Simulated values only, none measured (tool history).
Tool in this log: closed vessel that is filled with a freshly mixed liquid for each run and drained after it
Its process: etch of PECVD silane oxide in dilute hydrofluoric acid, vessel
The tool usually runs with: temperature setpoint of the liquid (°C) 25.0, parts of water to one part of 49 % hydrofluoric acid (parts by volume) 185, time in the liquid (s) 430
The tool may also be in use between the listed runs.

run	hour	temperature setpoint of the liquid (°C)	parts of water to one part of 49 % hydrofluoric acid (parts by volume)	time in the liquid (s)	wafers since the last listed run	hours since the thermometer was replaced	hours since the hydrofluoric acid flow meter was replaced	hours since the gauge calibration	read-back film thickness of the PECVD silane oxide reference wafer, read on the same gauge (nm)	thickness taken off the PECVD silane oxide on a monitor wafer (Å)
1	0.0	25.0	185	430	0	2053.8	1290.8	558.7	79.98	466.0
# hour 8.8: gauge calibrated
2	34.5	25.0	185	430	2728	2088.3	1325.3	25.7	80.01	463.9
3	55.8	25.0	185	430	1684	2109.6	1346.6	47.0	79.94	467.0
4	84.4	25.0	185	345	2262	2138.2	1375.2	75.6	80.02	375.8
5	107.0	25.0	185	345	1787	2160.8	1397.8	98.2	79.99	371.7
6	136.1	25.0	185	345	2301	2189.9	1426.9	127.3	80.01	371.1
7	148.2	25.0	185	430	957	2202.0	1439.0	139.4	80.07	467.1
8	163.9	25.0	185	430	1241	2217.7	1454.7	155.1	80.02	462.0
9	192.9	25.0	240	335	2293	2246.7	1483.7	184.1	79.99	264.4
10	223.4	25.0	240	335	2412	2277.2	1514.2	214.6	79.98	261.8
11	257.2	28.5	185	430	2673	2311.0	1548.0	248.4	80.02	526.5
# hour 268.9: hydrofluoric acid flow meter replaced
12	291.6	28.5	185	430	2641	2345.4	22.7	282.8	79.97	524.1
13	325.6	26.0	125	430	2689	2379.4	56.7	316.8	80.01	747.2
# hour 345.2: thermometer replaced
14	345.7	25.0	185	430	1510	0.5	76.8	336.9	80.03	511.3
15	357.8	25.0	140	430	957	12.6	88.9	349.0	80.03	705.7
16	371.7	25.0	185	430	1099	26.5	102.8	362.9	79.95	504.0
17	406.2	28.0	155	540	2728	61.0	137.3	397.4	79.99	876.9
18	437.1	25.0	235	625	2444	91.9	168.2	428.3	79.98	553.2
# hour 482.9: gauge calibrated
19	489.7	25.0	185	325	4160	144.5	220.8	6.8	80.05	380.1
20	515.1	25.0	265	560	2009	169.9	246.2	32.2	80.01	422.8
21	531.6	25.0	185	330	1305	186.4	262.7	48.7	80.05	384.7
22	564.8	25.0	185	430	2626	219.6	295.9	81.9	80.01	504.1
23	595.4	25.0	185	430	2420	250.2	326.5	112.5	79.94	497.8
24	619.5	29.5	95	660	1906	274.3	350.6	136.6	79.96	2008.2
25	651.3	23.5	275	430	2515	306.1	382.4	168.4	79.98	289.3
26	705.5	23.0	150	510	4287	360.3	436.6	222.6	80.04	703.1
27	728.3	22.5	95	565	1803	383.1	459.4	245.4	79.95	1284.5
28	796.3	25.0	240	335	5378	451.1	527.4	313.4	80.02	283.0

Here are 4 independent what-if runs from the current tool condition. What would each one return?
A	797.1	25.0	100	430	63	451.9	528.2	314.2	?	?
B	797.1	29.5	255	640	63	451.9	528.2	314.2	?	?
C	797.1	21.0	95	320	63	451.9	528.2	314.2	?	?
D	797.1	28.0	100	430	63	451.9	528.2	314.2	?	?

run	read-back film thickness of the PECVD silane oxide reference wafer, read on the same gauge (nm)	thickness taken off the PECVD silane oxide on a monitor wafer (Å)
A	80.04	1025.9
B	80.04	588.5
C	80.04	688.0
D	80.04	1153.1
Stripped of hidden state, with their random variation kept, the same runs would have yielded:
run	thickness taken off the PECVD silane oxide on a monitor wafer (Å)
A	1055.0
B	602.6
C	708.3
D	1184.9
